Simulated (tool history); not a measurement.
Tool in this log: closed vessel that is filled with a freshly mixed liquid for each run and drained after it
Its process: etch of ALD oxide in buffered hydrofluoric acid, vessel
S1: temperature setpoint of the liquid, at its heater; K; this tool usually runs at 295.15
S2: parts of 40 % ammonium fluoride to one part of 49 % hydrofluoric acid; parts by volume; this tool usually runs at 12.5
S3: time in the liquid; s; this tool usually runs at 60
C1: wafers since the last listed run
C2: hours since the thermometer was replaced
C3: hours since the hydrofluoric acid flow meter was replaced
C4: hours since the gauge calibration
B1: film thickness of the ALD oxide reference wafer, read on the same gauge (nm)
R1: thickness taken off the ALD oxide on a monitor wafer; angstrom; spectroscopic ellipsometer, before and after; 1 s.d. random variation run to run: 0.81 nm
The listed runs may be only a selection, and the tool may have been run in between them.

run 1 hour=0 | S1=297.65 S2=12.5 S3=60 | C1=0 C2=837.9 C3=427.7 C4=30.9 | B1=80.01 | R1=1920.8
run 2 hour=89.1 | S1=297.65 S2=12.5 S3=60 | C1=10371 C2=927 C3=516.8 C4=120 | B1=80.02 | R1=1885.8
run 3 hour=192.2 | S1=297.65 S2=12.5 S3=60 | C1=12000 C2=1030.1 C3=619.9 C4=223.1 | B1=80.01 | R1=1860.2
run 4 hour=230.3 | S1=297.15 S2=12.5 S3=60 | C1=4434 C2=1068.2 C3=658 C4=261.2 | B1=79.99 | R1=1821.3
run 5 hour=302.5 | S1=297.15 S2=12.5 S3=60 | C1=8404 C2=1140.4 C3=730.2 C4=333.4 | B1=80.01 | R1=1805.5
run 6 hour=398.1 | S1=297.15 S2=12.5 S3=60 | C1=11127 C2=1236 C3=825.8 C4=429 | B1=80.03 | R1=1797.8
run 7 hour=485.8 | S1=295.15 S2=12.5 S3=45 | C1=10208 C2=1323.7 C3=913.5 C4=516.7 | B1=79.98 | R1=1198.3
run 8 hour=529.1 | S1=291.65 S2=15.5 S3=30 | C1=5040 C2=1367 C3=956.8 C4=560 | B1=80 | R1=529.3
-- hour=549.9 gauge calibrated
-- hour=612.9 hydrofluoric acid flow meter replaced
run 9 hour=630.7 | S1=295.15 S2=12.5 S3=80 | C1=11709 C2=1468.6 C3=17.8 C4=80.8 | B1=80.02 | R1=2150.8
-- hour=638.2 thermometer replaced
run 10 hour=727 | S1=291.65 S2=15 S3=95 | C1=11092 C2=88.8 C3=114.1 C4=177.1 | B1=80.01 | R1=1867.7
run 11 hour=799.1 | S1=299.15 S2=12.5 S3=80 | C1=8392 C2=160.9 C3=186.2 C4=249.2 | B1=79.98 | R1=2794.9
run 12 hour=857.8 | S1=293.15 S2=12.5 S3=60 | C1=6832 C2=219.6 C3=244.9 C4=307.9 | B1=80 | R1=1500.4
run 13 hour=900.4 | S1=296.65 S2=12.5 S3=70 | C1=4958 C2=262.2 C3=287.5 C4=350.5 | B1=79.99 | R1=2158.8
run 14 hour=964.1 | S1=299.15 S2=12.5 S3=90 | C1=7414 C2=325.9 C3=351.2 C4=414.2 | B1=80 | R1=3154
run 15 hour=1013.6 | S1=291.65 S2=15 S3=95 | C1=5761 C2=375.4 C3=400.7 C4=463.7 | B1=79.98 | R1=1815.7

Predict each of these 5 candidate next runs independently; none follows another, all start after run 15:
run A hour=1014.3 | S1=295.15 S2=12.5 S3=35 | C1=81 C2=376.1 C3=401.4 C4=464.4 | B1=? | R1=?
run B hour=1014.3 | S1=298.65 S2=14 S3=45 | C1=81 C2=376.1 C3=401.4 C4=464.4 | B1=? | R1=?
run C hour=1014.3 | S1=296.65 S2=15 S3=45 | C1=81 C2=376.1 C3=401.4 C4=464.4 | B1=? | R1=?
run D hour=1014.3 | S1=297.15 S2=8.5 S3=45 | C1=81 C2=376.1 C3=401.4 C4=464.4 | B1=? | R1=?
run E hour=1014.3 | S1=299.65 S2=14 S3=30 | C1=81 C2=376.1 C3=401.4 C4=464.4 | B1=? | R1=?

run=A B1=80 R1=978.4
run=B B1=80 R1=1363.6
run=C B1=80 R1=1142.5
run=D B1=80 R1=1980.5
run=E B1=80 R1=959.5
With the hidden condition removed and each run's random variation left untouched, the same runs would have given:
run=A R1=1014.5
run=B R1=1413.5
run=C R1=1184.7
run=D R1=2057.7
run=E R1=994.5
